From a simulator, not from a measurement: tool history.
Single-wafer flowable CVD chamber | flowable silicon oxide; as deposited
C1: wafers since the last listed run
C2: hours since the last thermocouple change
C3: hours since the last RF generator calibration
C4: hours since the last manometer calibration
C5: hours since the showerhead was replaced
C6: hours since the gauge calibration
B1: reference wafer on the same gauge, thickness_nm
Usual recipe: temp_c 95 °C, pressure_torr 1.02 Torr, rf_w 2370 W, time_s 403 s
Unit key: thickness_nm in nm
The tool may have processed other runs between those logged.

{"run": 1, "hour": 0.0, "temp_c": 95, "pressure_torr": 1.02, "rf_w": 2370, "time_s": 403, "C1": 0, "C2": 139.6, "C3": 1323.7, "C4": 1074.0, "C5": 5459.5, "C6": 154.6, "B1": 506.062, "thickness_nm": 424.225}
{"run": 2, "hour": 79.7, "temp_c": 95, "pressure_torr": 1.02, "rf_w": 2370, "time_s": 403, "C1": 524, "C2": 219.3, "C3": 1403.4, "C4": 1153.7, "C5": 5539.2, "C6": 234.3, "B1": 505.583, "thickness_nm": 423.989}
{"run": 3, "hour": 185.7, "temp_c": 95, "pressure_torr": 1.02, "rf_w": 2370, "time_s": 403, "C1": 697, "C2": 325.3, "C3": 1509.4, "C4": 1259.7, "C5": 5645.2, "C6": 340.3, "B1": 505.941, "thickness_nm": 421.863}
{"run": 4, "hour": 273.2, "temp_c": 95, "pressure_torr": 1.02, "rf_w": 2370, "time_s": 403, "C1": 576, "C2": 412.8, "C3": 1596.9, "C4": 1347.2, "C5": 5732.7, "C6": 427.8, "B1": 506.171, "thickness_nm": 422.721}
{"run": 5, "hour": 337.6, "temp_c": 95, "pressure_torr": 1.02, "rf_w": 2370, "time_s": 382, "C1": 424, "C2": 477.2, "C3": 1661.3, "C4": 1411.6, "C5": 5797.1, "C6": 492.2, "B1": 505.57, "thickness_nm": 400.472}
{"run": 6, "hour": 400.2, "temp_c": 95, "pressure_torr": 1.02, "rf_w": 2370, "time_s": 382, "C1": 412, "C2": 539.8, "C3": 1723.9, "C4": 1474.2, "C5": 5859.7, "C6": 554.8, "B1": 505.768, "thickness_nm": 400.55}
{"run": 7, "hour": 470.0, "temp_c": 95, "pressure_torr": 1.02, "rf_w": 2370, "time_s": 344, "C1": 459, "C2": 609.6, "C3": 1793.7, "C4": 1544.0, "C5": 5929.5, "C6": 624.6, "B1": 506.35, "thickness_nm": 361.054}
{"run": 8, "hour": 564.3, "temp_c": 95, "pressure_torr": 1.02, "rf_w": 2370, "time_s": 344, "C1": 620, "C2": 703.9, "C3": 1888.0, "C4": 1638.3, "C5": 6023.8, "C6": 718.9, "B1": 505.951, "thickness_nm": 360.626}
{"run": 9, "hour": 605.7, "temp_c": 95, "pressure_torr": 1.02, "rf_w": 2370, "time_s": 344, "C1": 272, "C2": 745.3, "C3": 1929.4, "C4": 1679.7, "C5": 6065.2, "C6": 760.3, "B1": 505.865, "thickness_nm": 362.619}
{"run": 10, "hour": 669.7, "temp_c": 95, "pressure_torr": 1.02, "rf_w": 2370, "time_s": 403, "C1": 421, "C2": 809.3, "C3": 1993.4, "C4": 1743.7, "C5": 6129.2, "C6": 824.3, "B1": 505.89, "thickness_nm": 424.815}
{"run": 11, "hour": 741.5, "temp_c": 95, "pressure_torr": 1.02, "rf_w": 2370, "time_s": 403, "C1": 472, "C2": 881.1, "C3": 2065.2, "C4": 1815.5, "C5": 6201.0, "C6": 896.1, "B1": 505.672, "thickness_nm": 424.775}
{"run": 12, "hour": 826.9, "temp_c": 95, "pressure_torr": 1.02, "rf_w": 2370, "time_s": 403, "C1": 562, "C2": 966.5, "C3": 2150.6, "C4": 1900.9, "C5": 6286.4, "C6": 981.5, "B1": 506.312, "thickness_nm": 423.311}
{"run": 13, "hour": 878.8, "temp_c": 95, "pressure_torr": 1.02, "rf_w": 2370, "time_s": 403, "C1": 341, "C2": 1018.4, "C3": 2202.5, "C4": 1952.8, "C5": 6338.3, "C6": 1033.4, "B1": 505.978, "thickness_nm": 423.897}
{"hour": 893.8, "done": "thermocouple changed; heater temperature recalibrated"}
{"run": 14, "hour": 940.6, "temp_c": 88, "pressure_torr": 1.02, "rf_w": 2370, "time_s": 474, "C1": 354, "C2": 46.8, "C3": 2264.3, "C4": 2014.6, "C5": 6400.1, "C6": 1095.2, "B1": 505.667, "thickness_nm": 642.967}
{"hour": 1028.2, "done": "RF generator calibrated"}
{"run": 15, "hour": 1028.7, "temp_c": 95, "pressure_torr": 1.02, "rf_w": 2370, "time_s": 403, "C1": 527, "C2": 134.9, "C3": 0.5, "C4": 2102.7, "C5": 6488.2, "C6": 1183.3, "B1": 505.723, "thickness_nm": 422.309}
{"run": 16, "hour": 1144.5, "temp_c": 95, "pressure_torr": 1.02, "rf_w": 2370, "time_s": 403, "C1": 762, "C2": 250.7, "C3": 116.3, "C4": 2218.5, "C5": 6604.0, "C6": 1299.1, "B1": 506.296, "thickness_nm": 419.483}
{"hour": 1162.3, "done": "capacitance manometer re-zeroed and calibrated"}
{"run": 17, "hour": 1250.2, "temp_c": 103, "pressure_torr": 1.02, "rf_w": 2370, "time_s": 403, "C1": 643, "C2": 356.4, "C3": 222.0, "C4": 87.9, "C5": 6709.7, "C6": 1404.8, "B1": 506.324, "thickness_nm": 312.857}
{"run": 18, "hour": 1326.0, "temp_c": 95, "pressure_torr": 0.94, "rf_w": 2600, "time_s": 403, "C1": 499, "C2": 432.2, "C3": 297.8, "C4": 163.7, "C5": 6785.5, "C6": 1480.6, "B1": 505.962, "thickness_nm": 396.514}
{"hour": 1354.1, "done": "gauge calibrated"}
{"run": 19, "hour": 1370.7, "temp_c": 95, "pressure_torr": 1.02, "rf_w": 2370, "time_s": 403, "C1": 294, "C2": 476.9, "C3": 342.5, "C4": 208.4, "C5": 6830.2, "C6": 16.6, "B1": 506.217, "thickness_nm": 421.156}
{"run": 20, "hour": 1425.0, "temp_c": 95, "pressure_torr": 1.02, "rf_w": 2370, "time_s": 431, "C1": 357, "C2": 531.2, "C3": 396.8, "C4": 262.7, "C5": 6884.5, "C6": 70.9, "B1": 506.159, "thickness_nm": 453.585}
{"run": 21, "hour": 1512.1, "temp_c": 99, "pressure_torr": 1.02, "rf_w": 2370, "time_s": 403, "C1": 573, "C2": 618.3, "C3": 483.9, "C4": 349.8, "C5": 6971.6, "C6": 158.0, "B1": 505.977, "thickness_nm": 365.537}
{"run": 22, "hour": 1573.3, "temp_c": 95, "pressure_torr": 1.09, "rf_w": 1905, "time_s": 459, "C1": 402, "C2": 679.5, "C3": 545.1, "C4": 411.0, "C5": 7032.8, "C6": 219.2, "B1": 505.677, "thickness_nm": 487.312}
{"run": 23, "hour": 1663.5, "temp_c": 95, "pressure_torr": 1.02, "rf_w": 2370, "time_s": 403, "C1": 593, "C2": 769.7, "C3": 635.3, "C4": 501.2, "C5": 7123.0, "C6": 309.4, "B1": 506.355, "thickness_nm": 423.357}
{"hour": 1716.7, "done": "showerhead replaced"}
{"run": 24, "hour": 1752.2, "temp_c": 88, "pressure_torr": 0.79, "rf_w": 2615, "time_s": 438, "C1": 531, "C2": 858.4, "C3": 724.0, "C4": 589.9, "C5": 35.5, "C6": 398.1, "B1": 506.007, "thickness_nm": 466.121}
{"run": 25, "hour": 1814.2, "temp_c": 90, "pressure_torr": 0.94, "rf_w": 2685, "time_s": 365, "C1": 408, "C2": 920.4, "C3": 786.0, "C4": 651.9, "C5": 97.5, "C6": 460.1, "B1": 505.96, "thickness_nm": 434.072}
{"run": 26, "hour": 1908.3, "temp_c": 95, "pressure_torr": 1.02, "rf_w": 2370, "time_s": 403, "C1": 619, "C2": 1014.5, "C3": 880.1, "C4": 746.0, "C5": 191.6, "C6": 554.2, "B1": 506.266, "thickness_nm": 426.452}
{"run": 27, "hour": 1996.8, "temp_c": 87, "pressure_torr": 1.02, "rf_w": 2370, "time_s": 448, "C1": 582, "C2": 1103.0, "C3": 968.6, "C4": 834.5, "C5": 280.1, "C6": 642.7, "B1": 506.109, "thickness_nm": 624.476}
{"hour": 2040.2, "done": "thermocouple changed; heater temperature recalibrated"}
{"run": 28, "hour": 2220.4, "temp_c": 95, "pressure_torr": 1.02, "rf_w": 2370, "time_s": 368, "C1": 1419, "C2": 180.2, "C3": 1192.2, "C4": 1058.1, "C5": 503.7, "C6": 866.3, "B1": 506.372, "thickness_nm": 388.043}

Take each entry between the runs: how does the hidden state at the last listed run before it differ from the hidden state at the first listed run after it?
In the gap between runs 13 and 14: thermocouple changed; heater temperature recalibrated (hour 893.8)
  no difference in the tool's unlogged condition between these two runs
In the gap between runs 14 and 15: RF generator calibrated (hour 1028.2)
  no difference in the tool's unlogged condition between these two runs
In the gap between runs 16 and 17: capacitance manometer re-zeroed and calibrated (hour 1162.3)
  no difference in the tool's unlogged condition between these two runs
In the gap between runs 18 and 19: gauge calibrated (hour 1354.1)
  no difference in the tool's unlogged condition between these two runs
In the gap between runs 23 and 24: showerhead replaced (hour 1716.7)
  no difference in the tool's unlogged condition between these two runs
In the gap between runs 27 and 28: thermocouple changed; heater temperature recalibrated (hour 2040.2)
  no difference in the tool's unlogged condition between these two runs

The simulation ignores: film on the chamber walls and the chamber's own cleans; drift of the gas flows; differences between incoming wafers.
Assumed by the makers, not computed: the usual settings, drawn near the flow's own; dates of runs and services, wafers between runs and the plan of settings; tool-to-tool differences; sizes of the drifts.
